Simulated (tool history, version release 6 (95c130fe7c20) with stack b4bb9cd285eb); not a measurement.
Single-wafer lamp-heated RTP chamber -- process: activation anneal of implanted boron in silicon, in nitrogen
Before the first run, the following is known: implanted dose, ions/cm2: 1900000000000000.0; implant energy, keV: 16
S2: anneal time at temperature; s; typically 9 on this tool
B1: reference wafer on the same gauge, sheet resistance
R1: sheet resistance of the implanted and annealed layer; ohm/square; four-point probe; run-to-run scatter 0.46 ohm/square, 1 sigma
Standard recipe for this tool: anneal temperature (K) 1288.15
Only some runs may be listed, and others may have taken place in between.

{"run": 1, "hour": 0.0, "anneal temperature (K)": 1266.15, "S2": 9, "B1": 96.01, "R1": 91.04}
{"hour": 21.0, "done": "reflector plate cleaned"}
{"run": 2, "hour": 21.5, "anneal temperature (K)": 1288.15, "S2": 9, "B1": 95.89, "R1": 86.39}
{"run": 3, "hour": 42.4, "anneal temperature (K)": 1288.15, "S2": 9, "B1": 95.76, "R1": 85.58}
{"run": 4, "hour": 57.8, "anneal temperature (K)": 1288.15, "S2": 9, "B1": 95.75, "R1": 85.91}
{"run": 5, "hour": 80.9, "anneal temperature (K)": 1288.15, "S2": 9, "B1": 95.89, "R1": 85.38}
{"run": 6, "hour": 114.8, "anneal temperature (K)": 1288.15, "S2": 9, "B1": 95.85, "R1": 85.08}
{"run": 7, "hour": 134.3, "anneal temperature (K)": 1288.15, "S2": 9, "B1": 95.93, "R1": 86.54}
{"run": 8, "hour": 157.6, "anneal temperature (K)": 1288.15, "S2": 9, "B1": 95.93, "R1": 84.74}
{"run": 9, "hour": 230.6, "anneal temperature (K)": 1288.15, "S2": 9, "B1": 95.75, "R1": 85.11}
{"hour": 253.7, "done": "pyrometer window cleaned and pyrometer calibrated"}
{"run": 10, "hour": 254.2, "anneal temperature (K)": 1288.15, "S2": 9, "B1": 95.96, "R1": 85.28}
{"run": 11, "hour": 274.3, "anneal temperature (K)": 1296.15, "S2": 9, "B1": 95.86, "R1": 83.09}
{"hour": 297.7, "done": "gauge calibrated"}
{"run": 12, "hour": 309.7, "anneal temperature (K)": 1275.15, "S2": 4, "B1": 95.89, "R1": 92.19}
{"run": 13, "hour": 339.7, "anneal temperature (K)": 1270.15, "S2": 5, "B1": 95.98, "R1": 92.59}
{"run": 14, "hour": 363.3, "anneal temperature (K)": 1288.15, "S2": 9, "B1": 95.79, "R1": 84.03}
{"run": 15, "hour": 378.8, "anneal temperature (K)": 1260.15, "S2": 7, "B1": 95.8, "R1": 95.45}
{"hour": 394.7, "done": "reflector plate cleaned"}
{"run": 16, "hour": 411.0, "anneal temperature (K)": 1317.15, "S2": 14, "B1": 95.9, "R1": 76.6}
{"run": 17, "hour": 435.0, "anneal temperature (K)": 1288.15, "S2": 9, "B1": 95.9, "R1": 86.45}
{"run": 18, "hour": 451.1, "anneal temperature (K)": 1288.15, "S2": 12, "B1": 95.91, "R1": 84.35}

Predict the results of run 19:
{"run": 19, "hour": 469.1, "anneal temperature (K)": 1288.15, "S2": 9, "B1": "?", "R1": "?"}

Run 19 came out at B1 95.96, R1 86.45 ohm/square.
With the hidden condition absent and the run-to-run variation left alone, this run would have shown R1 87.05 ohm/square.

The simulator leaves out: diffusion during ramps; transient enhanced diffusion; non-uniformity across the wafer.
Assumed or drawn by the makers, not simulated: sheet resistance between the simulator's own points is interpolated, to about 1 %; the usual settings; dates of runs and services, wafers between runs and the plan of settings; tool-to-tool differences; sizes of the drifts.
